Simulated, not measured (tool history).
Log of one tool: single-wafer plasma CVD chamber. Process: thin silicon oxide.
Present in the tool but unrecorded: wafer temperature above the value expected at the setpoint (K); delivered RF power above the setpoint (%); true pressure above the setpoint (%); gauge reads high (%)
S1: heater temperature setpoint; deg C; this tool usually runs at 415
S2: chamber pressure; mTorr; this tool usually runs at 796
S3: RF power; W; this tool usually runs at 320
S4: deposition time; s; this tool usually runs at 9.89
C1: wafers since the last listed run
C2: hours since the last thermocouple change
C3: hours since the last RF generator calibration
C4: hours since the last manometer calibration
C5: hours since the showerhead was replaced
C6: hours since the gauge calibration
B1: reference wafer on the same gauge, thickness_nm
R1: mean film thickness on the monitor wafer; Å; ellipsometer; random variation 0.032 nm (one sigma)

| run | day | S1 | S2 | S3 | S4 | C1 | C2 | C3 | C4 | C5 | C6 | B1 | R1 |
|---|---|---|---|---|---|---|---|---|---|---|---|---|---|
| 1 | 0 | 410 | 796 | 320 | 9.89 | 0 | 2856.6 | 902.5 | 2457.4 | 8693 | 151.2 | 25.106 | 206.99 |
| 2 | 0.8 | 410 | 796 | 320 | 9.89 | 445 | 2875.8 | 921.7 | 2476.6 | 8712.2 | 170.4 | 25.104 | 206.72 |
| 3 | 2.004 | 415 | 796 | 320 | 10.85 | 671 | 2904.7 | 950.6 | 2505.5 | 8741.1 | 199.3 | 25.104 | 225.17 |
| 4 | 2.892 | 415 | 796 | 320 | 10.85 | 494 | 2926 | 971.9 | 2526.8 | 8762.4 | 220.6 | 25.103 | 225.45 |
|  | 3.621 | capacitance manometer re-zeroed and calibrated |
| 5 | 3.642 | 415 | 796 | 320 | 10.85 | 232 | 2944 | 989.9 | 0.5 | 8780.4 | 238.6 | 25.096 | 224.67 |
| 6 | 3.996 | 415 | 796 | 335 | 9.89 | 197 | 2952.5 | 998.4 | 9 | 8788.9 | 247.1 | 25.108 | 209.98 |
|  | 4.479 | gauge calibrated |
| 7 | 4.775 | 415 | 796 | 335 | 9.89 | 434 | 2971.2 | 1017.1 | 27.7 | 8807.6 | 7.1 | 25.096 | 209.77 |
| 8 | 5.375 | 415 | 796 | 320 | 10.85 | 334 | 2985.6 | 1031.5 | 42.1 | 8822 | 21.5 | 25.103 | 224.92 |
|  | 6.596 | thermocouple changed; heater temperature recalibrated |
| 9 | 6.871 | 415 | 718 | 340 | 9.89 | 647 | 6.6 | 1067.4 | 78 | 8857.9 | 57.4 | 25.092 | 199.38 |
|  | 7.475 | RF generator calibrated |
| 10 | 7.625 | 427 | 796 | 320 | 8.27 | 234 | 24.7 | 3.6 | 96.1 | 8876 | 75.5 | 25.111 | 176.79 |
|  | 8.042 | showerhead replaced |
| 11 | 8.171 | 405 | 796 | 320 | 9.89 | 118 | 37.8 | 16.7 | 109.2 | 3.1 | 88.6 | 25.102 | 214.69 |
| 12 | 8.946 | 428 | 796 | 320 | 9.89 | 431 | 56.4 | 35.3 | 127.8 | 21.7 | 107.2 | 25.096 | 210.78 |
| 13 | 9.842 | 415 | 693 | 345 | 11.11 | 499 | 77.9 | 56.8 | 149.3 | 43.2 | 128.7 | 25.105 | 229.06 |
| 14 | 10.967 | 415 | 796 | 320 | 9.89 | 626 | 104.9 | 83.8 | 176.3 | 70.2 | 155.7 | 25.105 | 212.43 |

Consider 5 possible next runs. They are alternatives, not a sequence: every one starts from the tool as it was left by run 14. What does each give?
| A | 10.983 | 415 | 796 | 320 | 9.89 | 9 | 105.3 | 84.2 | 176.7 | 70.6 | 156.1 | ? | ? |
| B | 10.983 | 415 | 796 | 320 | 8.47 | 9 | 105.3 | 84.2 | 176.7 | 70.6 | 156.1 | ? | ? |
| C | 10.983 | 415 | 796 | 320 | 11.26 | 9 | 105.3 | 84.2 | 176.7 | 70.6 | 156.1 | ? | ? |
| D | 10.983 | 428 | 796 | 345 | 8.04 | 9 | 105.3 | 84.2 | 176.7 | 70.6 | 156.1 | ? | ? |
| E | 10.983 | 415 | 904 | 320 | 9.89 | 9 | 105.3 | 84.2 | 176.7 | 70.6 | 156.1 | ? | ? |

| run | B1 | R1 |
|---|---|---|
| A | 25.094 | 212.44 |
| B | 25.094 | 182.01 |
| C | 25.094 | 241.78 |
| D | 25.094 | 176.65 |
| E | 25.094 | 226.49 |
What these runs would have given with no unlogged condition in the tool:
| run | R1 |
|---|---|
| A | 213.44 |
| B | 182.87 |
| C | 242.92 |
| D | 177.49 |
| E | 227.56 |
